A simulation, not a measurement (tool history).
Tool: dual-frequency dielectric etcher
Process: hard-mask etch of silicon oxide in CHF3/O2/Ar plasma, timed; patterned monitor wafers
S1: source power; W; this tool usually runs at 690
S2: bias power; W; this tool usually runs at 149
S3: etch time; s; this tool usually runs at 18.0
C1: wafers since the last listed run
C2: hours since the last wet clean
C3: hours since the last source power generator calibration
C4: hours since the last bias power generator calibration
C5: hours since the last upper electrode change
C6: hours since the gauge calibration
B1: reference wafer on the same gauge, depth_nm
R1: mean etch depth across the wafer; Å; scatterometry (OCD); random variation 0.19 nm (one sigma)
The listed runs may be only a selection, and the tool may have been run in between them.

run,day,S1,S2,S3,C1,C2,C3,C4,C5,C6,B1,R1
1,0.000,690,149,18.0,0,149.2,2641.6,3704.3,2735.2,1070.8,40.61,368.1
2,4.308,690,149,18.0,1319,252.6,2745.0,3807.7,2838.6,1174.2,40.62,366.3
3,6.017,580,149,21.5,523,293.6,2786.0,3848.7,2879.6,1215.2,40.59,405.8
4,8.621,690,149,18.0,797,356.1,2848.5,3911.2,2942.1,1277.7,40.51,367.9
5,11.075,690,149,18.0,751,415.0,2907.4,3970.1,3001.0,1336.6,40.64,373.9
# day 12.679: wet clean of the chamber
6,12.700,690,149,18.0,191,0.5,2946.4,4009.1,3040.0,1375.6,40.64,378.4
7,14.912,690,149,22.0,677,53.6,2999.5,4062.2,3093.1,1428.7,40.63,462.8
8,17.608,690,149,22.0,825,118.3,3064.2,4126.9,3157.8,1493.4,40.61,463.7
9,19.475,690,149,22.0,571,163.1,3109.0,4171.7,3202.6,1538.2,40.49,472.3
10,23.550,690,149,18.0,1247,260.9,3206.8,4269.5,3300.4,1636.0,40.59,385.4
# day 25.283: gauge calibrated
11,25.383,690,149,18.0,561,304.9,3250.8,4313.5,3344.4,2.4,40.60,379.8
# day 28.667: source power generator calibrated
12,29.592,690,149,18.0,1237,405.9,22.2,4414.5,3445.4,103.4,40.54,388.5
# day 32.938: wet clean of the chamber, repeated, since the last time left the tool worse
13,32.958,820,118,22.5,724,0.5,103.0,4495.3,3526.2,184.2,40.54,452.9
14,35.950,630,162,18.0,915,72.3,174.8,4567.1,3598.0,256.0,40.61,366.0
15,37.729,690,149,18.0,544,115.0,217.5,4609.8,3640.7,298.7,40.62,364.0
16,41.612,540,149,18.0,1188,208.2,310.7,4703.0,3733.9,391.9,40.59,330.5
# day 43.696: upper electrode replaced
17,44.846,800,149,18.0,683,285.8,388.3,4780.6,27.6,469.5,40.60,394.7
18,47.925,690,149,18.0,942,359.7,462.2,4854.5,101.5,543.4,40.62,373.4
19,50.838,760,149,18.0,891,429.6,532.1,4924.4,171.4,613.3,40.66,389.9
# day 53.062: wet clean of the chamber
20,53.083,640,149,16.0,381,0.5,586.0,4978.3,225.3,667.2,40.67,307.5
21,56.554,750,128,21.5,1062,83.8,669.3,5061.6,308.6,750.5,40.61,424.9
# day 58.417: bias power generator calibrated
22,59.171,520,139,16.5,750,146.6,732.1,18.1,371.4,813.3,40.54,285.6
23,62.633,590,149,18.0,1060,229.7,815.2,101.2,454.5,896.4,40.63,339.4
24,66.129,690,136,23.5,1070,313.6,899.1,185.1,538.4,980.3,40.62,464.5
25,70.375,570,149,18.0,1299,415.5,1001.0,287.0,640.3,1082.2,40.52,337.6
# day 72.262: wet clean of the chamber
26,73.138,850,149,19.5,539,21.0,1067.3,353.3,706.6,1148.5,40.47,434.8
27,76.992,690,149,18.0,1179,113.5,1159.8,445.8,799.1,1241.0,40.62,365.3
28,79.692,690,149,18.0,826,178.3,1224.6,510.6,863.9,1305.8,40.55,367.4

Below are 5 alternative next runs, each starting from the tool's condition after run 28. Predict each:
A,79.708,690,149,18.0,5,178.7,1225.0,511.0,864.3,1306.2,?,?
B,79.708,690,137,18.0,5,178.7,1225.0,511.0,864.3,1306.2,?,?
C,79.708,690,149,16.5,5,178.7,1225.0,511.0,864.3,1306.2,?,?
D,79.708,690,114,18.0,5,178.7,1225.0,511.0,864.3,1306.2,?,?
E,79.708,580,115,13.0,5,178.7,1225.0,511.0,864.3,1306.2,?,?

run,B1,R1
A,40.60,370.7
B,40.60,359.1
C,40.60,339.8
D,40.60,335.0
E,40.60,224.0
What these runs would have given with no unlogged condition in the tool:
run,R1
A,366.8
B,355.2
C,336.2
D,331.4
E,221.6
